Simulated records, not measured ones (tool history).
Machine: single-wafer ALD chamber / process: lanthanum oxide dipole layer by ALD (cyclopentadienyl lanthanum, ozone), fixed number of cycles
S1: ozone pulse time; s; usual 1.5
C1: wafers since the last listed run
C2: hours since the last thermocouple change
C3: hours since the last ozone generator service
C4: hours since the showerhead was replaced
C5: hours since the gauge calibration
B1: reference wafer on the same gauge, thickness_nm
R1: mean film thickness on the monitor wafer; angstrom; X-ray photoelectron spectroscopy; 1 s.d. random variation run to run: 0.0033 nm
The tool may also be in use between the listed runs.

run 1 day=0 | S1=1.67 | C1=0 C2=1111.4 C3=145.6 C4=2645.7 C5=481.7 | B1=0.509 | R1=5.61
run 2 day=2.758 | S1=1.18 | C1=1237 C2=1177.6 C3=211.8 C4=2711.9 C5=547.9 | B1=0.508 | R1=5.24
run 3 day=4.988 | S1=1.18 | C1=1000 C2=1231.1 C3=265.3 C4=2765.4 C5=601.4 | B1=0.508 | R1=5.25
run 4 day=6.158 | S1=1.18 | C1=525 C2=1259.2 C3=293.4 C4=2793.5 C5=629.5 | B1=0.508 | R1=5.32
run 5 day=8.842 | S1=1.5 | C1=1203 C2=1323.6 C3=357.8 C4=2857.9 C5=693.9 | B1=0.507 | R1=5.56
run 6 day=10.404 | S1=1.5 | C1=700 C2=1361.1 C3=395.3 C4=2895.4 C5=731.4 | B1=0.508 | R1=5.5
run 7 day=13.179 | S1=1.5 | C1=1244 C2=1427.7 C3=461.9 C4=2962 C5=798 | B1=0.508 | R1=5.56
run 8 day=18 | S1=1.87 | C1=2162 C2=1543.4 C3=577.6 C4=3077.7 C5=913.7 | B1=0.508 | R1=5.7
run 9 day=19.025 | S1=1.87 | C1=459 C2=1568 C3=602.2 C4=3102.3 C5=938.3 | B1=0.507 | R1=5.61
-- day=19.554 showerhead replaced
run 10 day=21.7 | S1=1.5 | C1=1050 C2=1632.2 C3=666.4 C4=51.5 C5=1002.5 | B1=0.508 | R1=5.49
run 11 day=23.954 | S1=1.5 | C1=1011 C2=1686.3 C3=720.5 C4=105.6 C5=1056.6 | B1=0.508 | R1=5.56
-- day=24.529 ozone generator serviced
run 12 day=25.679 | S1=1.5 | C1=624 C2=1727.7 C3=27.6 C4=147 C5=1098 | B1=0.507 | R1=5.52
-- day=26.762 gauge calibrated
-- day=27.088 thermocouple changed; heater temperature recalibrated
run 13 day=27.508 | S1=1.5 | C1=671 C2=10.1 C3=71.5 C4=190.9 C5=17.9 | B1=0.507 | R1=5.54
run 14 day=29.375 | S1=2.03 | C1=837 C2=54.9 C3=116.3 C4=235.7 C5=62.7 | B1=0.508 | R1=5.73
run 15 day=31.133 | S1=1.13 | C1=788 C2=97.1 C3=158.5 C4=277.9 C5=104.9 | B1=0.507 | R1=5.3
run 16 day=32.738 | S1=1.1 | C1=719 C2=135.6 C3=197 C4=316.4 C5=143.4 | B1=0.508 | R1=5.25
run 17 day=35.429 | S1=1.94 | C1=1207 C2=200.2 C3=261.6 C4=381 C5=208 | B1=0.508 | R1=5.72
run 18 day=38.329 | S1=1.5 | C1=1300 C2=269.8 C3=331.2 C4=450.6 C5=277.6 | B1=0.509 | R1=5.53
run 19 day=40.662 | S1=1.11 | C1=1046 C2=325.8 C3=387.2 C4=506.6 C5=333.6 | B1=0.507 | R1=5.2
run 20 day=43.246 | S1=1.73 | C1=1158 C2=387.8 C3=449.2 C4=568.6 C5=395.6 | B1=0.507 | R1=5.63

Each row is a separate what-if for the run after 20, all from the same tool condition, not one after another. Results?
run A day=43.262 | S1=1.5 | C1=7 C2=388.2 C3=449.6 C4=569 C5=396 | B1=? | R1=?
run B day=43.262 | S1=1.05 | C1=7 C2=388.2 C3=449.6 C4=569 C5=396 | B1=? | R1=?
run C day=43.262 | S1=2.01 | C1=7 C2=388.2 C3=449.6 C4=569 C5=396 | B1=? | R1=?
run D day=43.262 | S1=2.08 | C1=7 C2=388.2 C3=449.6 C4=569 C5=396 | B1=? | R1=?
run E day=43.262 | S1=1.88 | C1=7 C2=388.2 C3=449.6 C4=569 C5=396 | B1=? | R1=?

run=A B1=0.509 R1=5.52
run=B B1=0.509 R1=5.19
run=C B1=0.509 R1=5.69
run=D B1=0.509 R1=5.7
run=E B1=0.509 R1=5.66
Without the tool's unlogged condition, the same runs would have read:
run=A R1=5.52
run=B R1=5.19
run=C R1=5.69
run=D R1=5.7
run=E R1=5.66

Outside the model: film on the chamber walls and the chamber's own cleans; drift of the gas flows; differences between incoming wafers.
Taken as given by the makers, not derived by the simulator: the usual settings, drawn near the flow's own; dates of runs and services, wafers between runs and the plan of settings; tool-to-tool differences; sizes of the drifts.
